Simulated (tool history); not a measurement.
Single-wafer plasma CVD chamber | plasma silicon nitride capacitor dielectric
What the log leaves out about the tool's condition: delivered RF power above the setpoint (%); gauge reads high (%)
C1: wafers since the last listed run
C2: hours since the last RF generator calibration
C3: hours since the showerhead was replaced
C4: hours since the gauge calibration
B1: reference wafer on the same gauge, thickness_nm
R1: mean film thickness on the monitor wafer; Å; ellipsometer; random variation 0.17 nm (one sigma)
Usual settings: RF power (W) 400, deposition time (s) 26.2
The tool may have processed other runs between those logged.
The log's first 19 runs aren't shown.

{"run": 20, "hour": 1725.8, "RF power (W)": 435, "deposition time (s)": 24.8, "C1": 1886, "C2": 208.3, "C3": 438.3, "C4": 711.3, "B1": 41.982, "R1": 384.69}
{"run": 21, "hour": 1828.6, "RF power (W)": 400, "deposition time (s)": 23.3, "C1": 2555, "C2": 311.1, "C3": 541.1, "C4": 814.1, "B1": 42.004, "R1": 352.66}
{"run": 22, "hour": 1910.4, "RF power (W)": 400, "deposition time (s)": 26.2, "C1": 2033, "C2": 392.9, "C3": 622.9, "C4": 895.9, "B1": 42.004, "R1": 400.54}
{"run": 23, "hour": 2006.6, "RF power (W)": 400, "deposition time (s)": 26.2, "C1": 2391, "C2": 489.1, "C3": 719.1, "C4": 992.1, "B1": 41.961, "R1": 398.29}
{"run": 24, "hour": 2081.9, "RF power (W)": 400, "deposition time (s)": 22.6, "C1": 1871, "C2": 564.4, "C3": 794.4, "C4": 1067.4, "B1": 41.97, "R1": 343.95}
{"run": 25, "hour": 2141.6, "RF power (W)": 400, "deposition time (s)": 26.2, "C1": 1483, "C2": 624.1, "C3": 854.1, "C4": 1127.1, "B1": 41.971, "R1": 397.74}
{"run": 26, "hour": 2248.5, "RF power (W)": 355, "deposition time (s)": 30.6, "C1": 2657, "C2": 731.0, "C3": 961.0, "C4": 1234.0, "B1": 42.02, "R1": 445.55}
{"run": 27, "hour": 2300.6, "RF power (W)": 400, "deposition time (s)": 28.0, "C1": 1295, "C2": 783.1, "C3": 1013.1, "C4": 1286.1, "B1": 41.959, "R1": 424.13}
{"run": 28, "hour": 2348.7, "RF power (W)": 475, "deposition time (s)": 28.3, "C1": 1195, "C2": 831.2, "C3": 1061.2, "C4": 1334.2, "B1": 42.006, "R1": 444.78}
{"run": 29, "hour": 2445.2, "RF power (W)": 325, "deposition time (s)": 24.5, "C1": 2398, "C2": 927.7, "C3": 1157.7, "C4": 1430.7, "B1": 41.996, "R1": 351.96}
{"run": 30, "hour": 2548.2, "RF power (W)": 435, "deposition time (s)": 29.6, "C1": 2560, "C2": 1030.7, "C3": 1260.7, "C4": 1533.7, "B1": 42.025, "R1": 453.55}

5 ways to go on from here, each from the tool as it stands after run 30. What would each give?
{"run": "A", "hour": 2548.6, "RF power (W)": 400, "deposition time (s)": 22.3, "C1": 9, "C2": 1031.1, "C3": 1261.1, "C4": 1534.1, "B1": "?", "R1": "?"}
{"run": "B", "hour": 2548.6, "RF power (W)": 440, "deposition time (s)": 24.4, "C1": 9, "C2": 1031.1, "C3": 1261.1, "C4": 1534.1, "B1": "?", "R1": "?"}
{"run": "C", "hour": 2548.6, "RF power (W)": 430, "deposition time (s)": 28.5, "C1": 9, "C2": 1031.1, "C3": 1261.1, "C4": 1534.1, "B1": "?", "R1": "?"}
{"run": "D", "hour": 2548.6, "RF power (W)": 425, "deposition time (s)": 29.1, "C1": 9, "C2": 1031.1, "C3": 1261.1, "C4": 1534.1, "B1": "?", "R1": "?"}
{"run": "E", "hour": 2548.6, "RF power (W)": 400, "deposition time (s)": 29.8, "C1": 9, "C2": 1031.1, "C3": 1261.1, "C4": 1534.1, "B1": "?", "R1": "?"}

run=A B1=42.011 R1=334.91
run=B B1=42.011 R1=375.82
run=C B1=42.011 R1=436.29
run=D B1=42.011 R1=444.10
run=E B1=42.011 R1=447.55
With the hidden condition removed and each run's random variation left untouched, the same runs would have given:
run=A R1=338.49
run=B R1=379.84
run=C R1=440.96
run=D R1=448.85
run=E R1=452.34

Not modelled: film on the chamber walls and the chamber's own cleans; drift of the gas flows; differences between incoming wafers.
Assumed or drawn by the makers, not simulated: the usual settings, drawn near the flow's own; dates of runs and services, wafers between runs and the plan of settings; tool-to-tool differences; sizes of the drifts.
